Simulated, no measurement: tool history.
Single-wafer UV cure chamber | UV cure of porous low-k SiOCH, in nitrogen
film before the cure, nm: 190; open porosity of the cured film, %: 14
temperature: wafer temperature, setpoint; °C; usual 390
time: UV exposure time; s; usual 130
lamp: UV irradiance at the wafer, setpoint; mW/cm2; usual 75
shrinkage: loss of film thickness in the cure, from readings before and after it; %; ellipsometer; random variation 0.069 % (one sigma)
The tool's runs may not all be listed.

run	hour	temperature	time	lamp	wafers since the last listed run	hours since the UV bulbs were replaced	wafers since the quartz window was cleaned	shrinkage
1	0	390	130	75	0	1943.2	442	5.684
2	29	390	130	75	232	1972.2	674	5.433
3	58.2	390	130	75	234	2001.4	909	5.462
4	86.9	390	130	75	230	2030.1	1139	5.198
5	120.8	390	130	75	272	2064	1411	5.156
6	137.6	390	130	75	134	2080.8	1546	5.132
7	162.5	390	130	99	199	2105.7	1746	6.053
# hour 188.2: UV bulbs replaced
8	190.8	390	130	99	162	2.6	1908	7.914
9	223.6	390	205	86	263	35.4	2172	8.938
10	250.6	405	170	59	216	62.4	2388	7.239
# hour 277.6: quartz window cleaned
11	283.6	390	130	75	200	95.4	48	7.38
12	303.4	390	165	92	158	115.2	207	8.935
13	334.2	406	130	55	247	146	454	6.218
14	346.5	405	100	75	98	158.3	553	6.312
15	359.7	401	130	75	105	171.5	658	7.215
16	384.3	398	170	75	197	196.1	856	8.102

4 ways to go on from here, each from the tool as it stands after run 16. What would each give?
A	384.8	407	130	75	4	196.6	860	?
B	384.8	382	190	40	4	196.6	860	?
C	384.8	373	65	43	4	196.6	860	?
D	384.8	390	85	104	4	196.6	860	?

run	shrinkage
A	7.235
B	5.943
C	2.83
D	6.614
Without the tool's hidden state the same runs would have given:
run	shrinkage
A	7.76
B	6.435
C	3.154
D	7.125

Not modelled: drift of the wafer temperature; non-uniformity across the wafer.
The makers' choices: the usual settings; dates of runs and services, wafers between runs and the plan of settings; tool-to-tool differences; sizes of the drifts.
